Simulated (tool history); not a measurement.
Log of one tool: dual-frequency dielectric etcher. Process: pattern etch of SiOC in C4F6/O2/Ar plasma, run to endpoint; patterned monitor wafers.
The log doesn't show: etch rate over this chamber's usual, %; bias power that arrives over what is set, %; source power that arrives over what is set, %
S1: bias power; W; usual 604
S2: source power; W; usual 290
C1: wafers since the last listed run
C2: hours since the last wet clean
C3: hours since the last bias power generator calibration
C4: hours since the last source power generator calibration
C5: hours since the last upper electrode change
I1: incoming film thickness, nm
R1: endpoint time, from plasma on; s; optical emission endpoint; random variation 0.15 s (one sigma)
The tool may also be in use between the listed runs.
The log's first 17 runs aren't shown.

| run | day | S1 | S2 | C1 | C2 | C3 | C4 | C5 | I1 | R1 |
|---|---|---|---|---|---|---|---|---|---|---|
| 18 | 7.217 | 670 | 310 | 177 | 178.2 | 173.7 | 79.5 | 119.7 | 49.21 | 15.8 |
| 19 | 7.612 | 604 | 290 | 187 | 187.7 | 183.2 | 89 | 129.2 | 49.95 | 17 |
| 20 | 8.008 | 604 | 290 | 187 | 197.2 | 192.7 | 98.5 | 138.7 | 49.53 | 16.6 |
| 21 | 8.521 | 739 | 340 | 242 | 209.5 | 205 | 110.8 | 151 | 50.19 | 14.9 |
| 22 | 9.092 | 488 | 320 | 270 | 223.2 | 218.7 | 124.5 | 164.7 | 49.89 | 17 |
| 23 | 9.35 | 604 | 290 | 122 | 229.4 | 224.9 | 130.7 | 170.9 | 49.41 | 16.8 |
| 24 | 9.788 | 604 | 290 | 207 | 239.9 | 235.4 | 141.2 | 181.4 | 49.9 | 16.7 |
| 25 | 10.25 | 536 | 260 | 219 | 251 | 246.5 | 152.3 | 192.5 | 49.7 | 18 |
| 26 | 10.546 | 536 | 320 | 140 | 258.1 | 253.6 | 159.4 | 199.6 | 50.2 | 16.9 |
| 27 | 11.262 | 604 | 290 | 339 | 275.3 | 270.8 | 176.6 | 216.8 | 49.36 | 16.6 |
| 28 | 11.725 | 478 | 310 | 219 | 286.4 | 281.9 | 187.7 | 227.9 | 49.82 | 17 |
| 29 | 12.4 | 702 | 340 | 319 | 302.6 | 298.1 | 203.9 | 244.1 | 50.17 | 14.9 |
| 30 | 12.658 | 697 | 290 | 122 | 308.8 | 304.3 | 210.1 | 250.3 | 50.06 | 16 |
| 31 | 12.967 | 504 | 250 | 146 | 316.2 | 311.7 | 217.5 | 257.7 | 49.23 | 18.4 |
| 32 | 13.633 | 476 | 330 | 316 | 332.2 | 327.7 | 233.5 | 273.7 | 50.07 | 17 |
| 33 | 14.262 | 738 | 340 | 298 | 347.3 | 342.8 | 248.6 | 288.8 | 50.25 | 14.4 |
| 34 | 14.888 | 552 | 250 | 296 | 362.3 | 357.8 | 263.6 | 303.8 | 49.53 | 17.7 |

Run 35 comes next. What will it give?
| 35 | 15.283 | 676 | 310 | 187 | 371.8 | 367.3 | 273.1 | 313.3 | 49.63 | ? |

{"run 35": {"R1": 15.3}}
Without the tool's hidden state the same run would have given R1 16 s.
